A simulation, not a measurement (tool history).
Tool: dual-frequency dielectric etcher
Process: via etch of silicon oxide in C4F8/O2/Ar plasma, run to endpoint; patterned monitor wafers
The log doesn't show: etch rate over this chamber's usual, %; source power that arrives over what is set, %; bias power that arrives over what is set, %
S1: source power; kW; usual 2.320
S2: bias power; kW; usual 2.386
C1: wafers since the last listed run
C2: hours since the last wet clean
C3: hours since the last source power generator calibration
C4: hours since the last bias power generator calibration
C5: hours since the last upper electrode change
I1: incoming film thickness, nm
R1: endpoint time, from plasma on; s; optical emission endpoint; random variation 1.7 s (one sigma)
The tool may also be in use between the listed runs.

run,hour,S1,S2,C1,C2,C3,C4,C5,I1,R1
1,0.0,2.320,2.386,0,474.6,2519.0,4104.8,3051.4,1822.9,318.8
2,42.1,2.320,2.386,187,516.7,2561.1,4146.9,3093.5,1819.1,324.4
3,80.3,2.320,2.386,169,554.9,2599.3,4185.1,3131.7,1814.2,320.4
4,152.7,2.320,2.386,321,627.3,2671.7,4257.5,3204.1,1832.6,329.8
5,237.6,2.320,2.386,377,712.2,2756.6,4342.4,3289.0,1816.2,321.4
# hour 269.9: wet clean of the chamber
6,300.5,2.320,2.386,172,30.6,2819.5,4405.3,3351.9,1821.0,310.9
7,402.7,2.320,2.386,454,132.8,2921.7,4507.5,3454.1,1811.3,314.5
8,493.8,2.320,2.386,405,223.9,3012.8,4598.6,3545.2,1799.6,310.6
# hour 515.0: bias power generator calibrated
9,597.6,2.320,2.386,443,327.7,3116.6,82.6,3649.0,1815.9,316.1
10,780.0,2.320,2.386,811,510.1,3299.0,265.0,3831.4,1845.6,323.0
11,820.5,2.320,2.650,180,550.6,3339.5,305.5,3871.9,1823.4,308.0
# hour 868.4: wet clean of the chamber
12,868.9,2.320,2.650,108,0.5,3387.9,353.9,3920.3,1830.6,298.5
13,924.6,2.320,2.650,247,56.2,3443.6,409.6,3976.0,1819.4,296.9
14,979.8,2.490,2.675,245,111.4,3498.8,464.8,4031.2,1809.7,291.3
15,1053.3,2.320,2.386,326,184.9,3572.3,538.3,4104.7,1820.3,315.9
16,1147.0,2.320,2.386,416,278.6,3666.0,632.0,4198.4,1813.2,314.1
17,1226.2,2.470,1.977,352,357.8,3745.2,711.2,4277.6,1805.6,333.7
18,1324.4,2.870,1.861,436,456.0,3843.4,809.4,4375.8,1811.2,337.5
19,1387.5,2.670,2.216,280,519.1,3906.5,872.5,4438.9,1818.9,318.5
20,1534.9,2.720,2.137,655,666.5,4053.9,1019.9,4586.3,1816.0,324.6
# hour 1540.4: source power generator calibrated
# hour 1562.3: wet clean of the chamber
21,1620.1,2.320,2.386,264,57.8,79.7,1105.1,4671.5,1823.5,315.5
# hour 1672.3: upper electrode replaced
22,1685.8,1.940,2.386,185,123.5,145.4,1170.8,13.5,1803.1,325.2
23,1768.1,1.780,2.790,365,205.8,227.7,1253.1,95.8,1840.9,316.4
24,1807.6,2.780,2.386,175,245.3,267.2,1292.6,135.3,1836.5,307.4
25,1974.3,2.320,1.806,741,412.0,433.9,1459.3,302.0,1814.8,359.2
26,2054.4,2.770,2.088,356,492.1,514.0,1539.4,382.1,1833.1,329.1
27,2149.1,2.520,2.001,421,586.8,608.7,1634.1,476.8,1831.2,348.9
# hour 2203.6: wet clean of the chamber
28,2204.1,2.320,1.796,137,0.5,663.7,1689.1,531.8,1826.0,354.1
29,2237.5,2.320,2.612,148,33.9,697.1,1722.5,565.2,1835.3,304.8
30,2342.5,2.590,2.600,466,138.9,802.1,1827.5,670.2,1809.0,295.1
31,2436.1,2.320,2.696,416,232.5,895.7,1921.1,763.8,1827.9,302.7
32,2496.6,2.320,2.175,269,293.0,956.2,1981.6,824.3,1826.0,331.6
# hour 2797.1: wet clean of the chamber
33,2797.6,2.530,2.734,1231,0.5,1257.2,2282.6,1125.3,1825.8,291.1
34,2847.2,2.320,2.386,220,50.1,1306.8,2332.2,1174.9,1843.1,318.2

Measured less the same run without the tool's hidden state. The same run-to-run variation is in both; the gauge's scatter may not be:
run,R1
1,+8.8
2,+9.7
3,+10.4
4,+12.2
5,+13.4
6,-0.7
7,+1.2
8,+2.9
9,+4.9
10,+8.5
11,+8.9
12,-0.7
13,+0.2
14,+1.2
15,+2.7
16,+4.5
17,+6.3
18,+8.4
19,+9.1
20,+12.1
21,+2.6
22,+4.0
23,+5.5
24,+6.1
25,+10.7
26,+11.3
27,+14.0
28,+0.8
29,+1.3
30,+3.2
31,+4.9
32,+6.6
33,+0.8
34,+1.8

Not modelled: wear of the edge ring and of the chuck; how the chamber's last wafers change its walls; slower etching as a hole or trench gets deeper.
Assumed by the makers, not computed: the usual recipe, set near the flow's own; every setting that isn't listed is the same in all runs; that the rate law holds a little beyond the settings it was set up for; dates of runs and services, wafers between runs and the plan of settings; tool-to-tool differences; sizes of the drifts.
